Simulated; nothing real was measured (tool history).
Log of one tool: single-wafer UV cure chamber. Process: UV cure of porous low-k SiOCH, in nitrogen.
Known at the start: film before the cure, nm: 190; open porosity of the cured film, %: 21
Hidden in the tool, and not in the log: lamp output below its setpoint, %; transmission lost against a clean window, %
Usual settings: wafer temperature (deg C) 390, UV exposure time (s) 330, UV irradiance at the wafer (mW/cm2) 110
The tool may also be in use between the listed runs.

| run | day | wafer temperature (deg C) | UV exposure time (s) | UV irradiance at the wafer (mW/cm2) | wafers since the last listed run | hours since the UV bulbs were replaced | wafers since the quartz window was cleaned | loss of film thickness in the cure (%) |
|---|---|---|---|---|---|---|---|---|
| 1 | 0 | 390 | 330 | 110 | 0 | 1756.2 | 5122 | 16.428 |
| 2 | 0.604 | 390 | 330 | 110 | 53 | 1770.7 | 5175 | 16.417 |
| 3 | 1.229 | 390 | 330 | 110 | 55 | 1785.7 | 5231 | 16.346 |
| 4 | 1.492 | 390 | 330 | 110 | 23 | 1792 | 5254 | 16.534 |
| 5 | 1.871 | 390 | 330 | 110 | 33 | 1801.1 | 5287 | 16.611 |
| 6 | 2.125 | 390 | 330 | 120 | 22 | 1807.2 | 5310 | 17.076 |
|  | 2.5 | UV bulbs replaced |
| 7 | 2.662 | 390 | 330 | 110 | 18 | 3.9 | 5328 | 16.372 |
| 8 | 3.05 | 390 | 230 | 78 | 34 | 13.2 | 5362 | 12.803 |
| 9 | 3.562 | 390 | 330 | 110 | 45 | 25.5 | 5407 | 16.468 |
| 10 | 4.154 | 403 | 485 | 148 | 52 | 39.7 | 5460 | 20.568 |
| 11 | 4.729 | 390 | 330 | 110 | 50 | 53.5 | 5511 | 16.534 |
| 12 | 5 | 380 | 515 | 110 | 23 | 60 | 5534 | 18.473 |
|  | 5.475 | quartz window cleaned |
| 13 | 5.496 | 408 | 515 | 137 | 14 | 71.9 | 1 | 20.259 |
| 14 | 6.004 | 375 | 275 | 90 | 44 | 84.1 | 46 | 14.083 |
| 15 | 6.512 | 403 | 140 | 110 | 44 | 96.3 | 91 | 12.248 |
| 16 | 6.846 | 390 | 330 | 110 | 29 | 104.3 | 121 | 16.446 |

Forecast run 17:
| 17 | 7.542 | 390 | 430 | 110 | 61 | 121 | 182 | ? |

loss of film thickness in the cure (%): 17.998
Without the tool's hidden state the same run would have given loss of film thickness in the cure (%) 17.998.
